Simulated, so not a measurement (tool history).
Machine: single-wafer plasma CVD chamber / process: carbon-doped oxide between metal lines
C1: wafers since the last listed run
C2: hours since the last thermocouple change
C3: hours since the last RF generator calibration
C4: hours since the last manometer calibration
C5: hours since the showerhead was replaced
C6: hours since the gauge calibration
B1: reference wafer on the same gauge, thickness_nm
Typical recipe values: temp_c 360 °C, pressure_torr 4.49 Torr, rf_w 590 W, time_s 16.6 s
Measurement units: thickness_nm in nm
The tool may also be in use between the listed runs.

run 1 hour=0 | temp_c=360 pressure_torr=4.49 rf_w=625 time_s=16.6 | C1=0 C2=805.4 C3=1598.8 C4=2275.6 C5=6406.9 C6=149 | B1=97.283 | thickness_nm=84.962
run 2 hour=13 | temp_c=360 pressure_torr=4.49 rf_w=625 time_s=16.6 | C1=283 C2=818.4 C3=1611.8 C4=2288.6 C5=6419.9 C6=162 | B1=97.308 | thickness_nm=84.777
run 3 hour=27.9 | temp_c=360 pressure_torr=4.49 rf_w=590 time_s=16.6 | C1=325 C2=833.3 C3=1626.7 C4=2303.5 C5=6434.8 C6=176.9 | B1=97.315 | thickness_nm=81.124
run 4 hour=38.4 | temp_c=360 pressure_torr=4.49 rf_w=590 time_s=16.6 | C1=229 C2=843.8 C3=1637.2 C4=2314 C5=6445.3 C6=187.4 | B1=97.264 | thickness_nm=81.147
run 5 hour=53.8 | temp_c=350 pressure_torr=4.49 rf_w=590 time_s=14.7 | C1=335 C2=859.2 C3=1652.6 C4=2329.4 C5=6460.7 C6=202.8 | B1=97.285 | thickness_nm=74.438
run 6 hour=69 | temp_c=350 pressure_torr=4.49 rf_w=590 time_s=14.7 | C1=331 C2=874.4 C3=1667.8 C4=2344.6 C5=6475.9 C6=218 | B1=97.335 | thickness_nm=74.544
run 7 hour=86.7 | temp_c=360 pressure_torr=4.49 rf_w=590 time_s=16.6 | C1=386 C2=892.1 C3=1685.5 C4=2362.3 C5=6493.6 C6=235.7 | B1=97.309 | thickness_nm=81.336
run 8 hour=101.7 | temp_c=360 pressure_torr=5.26 rf_w=590 time_s=15.9 | C1=327 C2=907.1 C3=1700.5 C4=2377.3 C5=6508.6 C6=250.7 | B1=97.346 | thickness_nm=79.367
run 9 hour=109.3 | temp_c=360 pressure_torr=4.49 rf_w=590 time_s=16.6 | C1=165 C2=914.7 C3=1708.1 C4=2384.9 C5=6516.2 C6=258.3 | B1=97.308 | thickness_nm=81.357
run 10 hour=121.2 | temp_c=360 pressure_torr=4.49 rf_w=590 time_s=16.6 | C1=259 C2=926.6 C3=1720 C4=2396.8 C5=6528.1 C6=270.2 | B1=97.301 | thickness_nm=81.269
run 11 hour=132.6 | temp_c=371 pressure_torr=3.55 rf_w=590 time_s=16.6 | C1=248 C2=938 C3=1731.4 C4=2408.2 C5=6539.5 C6=281.6 | B1=97.212 | thickness_nm=77.218
run 12 hour=144.8 | temp_c=360 pressure_torr=3.42 rf_w=530 time_s=16.6 | C1=266 C2=950.2 C3=1743.6 C4=2420.4 C5=6551.7 C6=293.8 | B1=97.24 | thickness_nm=72.909
run 13 hour=156.7 | temp_c=354 pressure_torr=4.49 rf_w=530 time_s=14.7 | C1=259 C2=962.1 C3=1755.5 C4=2432.3 C5=6563.6 C6=305.7 | B1=97.249 | thickness_nm=67.759
-- hour=167.6 gauge calibrated
-- hour=175.1 showerhead replaced
-- hour=182 thermocouple changed; heater temperature recalibrated
run 14 hour=182.5 | temp_c=360 pressure_torr=3.79 rf_w=515 time_s=18.2 | C1=236 C2=0.5 C3=1781.3 C4=2458.1 C5=7.4 C6=14.9 | B1=97.328 | thickness_nm=77.379
run 15 hour=182.8 | temp_c=367 pressure_torr=4.49 rf_w=625 time_s=16.6 | C1=6 C2=0.8 C3=1781.6 C4=2458.4 C5=7.7 C6=15.2 | B1=97.236 | thickness_nm=81.998
run 16 hour=194.3 | temp_c=360 pressure_torr=4.49 rf_w=590 time_s=16.6 | C1=250 C2=12.3 C3=1793.1 C4=2469.9 C5=19.2 C6=26.7 | B1=97.293 | thickness_nm=80.18
-- hour=210.4 RF generator calibrated
-- hour=216.2 capacitance manometer re-zeroed and calibrated
run 17 hour=216.7 | temp_c=367 pressure_torr=4.49 rf_w=625 time_s=16.6 | C1=189 C2=34.7 C3=6.3 C4=0.5 C5=41.6 C6=49.1 | B1=97.295 | thickness_nm=88.484
run 18 hour=251 | temp_c=366 pressure_torr=3.83 rf_w=515 time_s=17.5 | C1=748 C2=69 C3=40.6 C4=34.8 C5=75.9 C6=83.4 | B1=97.243 | thickness_nm=79.193
run 19 hour=264.2 | temp_c=360 pressure_torr=4.49 rf_w=590 time_s=16.6 | C1=287 C2=82.2 C3=53.8 C4=48 C5=89.1 C6=96.6 | B1=97.293 | thickness_nm=86.161
run 20 hour=277.1 | temp_c=360 pressure_torr=4.11 rf_w=590 time_s=14.9 | C1=281 C2=95.1 C3=66.7 C4=60.9 C5=102 C6=109.5 | B1=97.297 | thickness_nm=76.652

Table of differences, measured result less the result of that run with no hidden state. Run-to-run variation is the same in both. Gauge scatter possibly is not:
Unlogged tool condition in this case: wafer temperature above the value expected at the setpoint (K); delivered RF power above the setpoint (%); true pressure above the setpoint (%); gauge reads high (%).
run=1 thickness_nm=-5.738
run=2 thickness_nm=-5.697
run=3 thickness_nm=-5.503
run=4 thickness_nm=-5.481
run=5 thickness_nm=-4.874
run=6 thickness_nm=-4.844
run=7 thickness_nm=-5.382
run=8 thickness_nm=-5.216
run=9 thickness_nm=-5.328
run=10 thickness_nm=-5.292
run=11 thickness_nm=-5.177
run=12 thickness_nm=-4.873
run=13 thickness_nm=-4.428
run=14 thickness_nm=-6.781
run=15 thickness_nm=-6.571
run=16 thickness_nm=-6.505
run=17 thickness_nm=-0.114
run=18 thickness_nm=-0.431
run=19 thickness_nm=-0.554
run=20 thickness_nm=-0.596
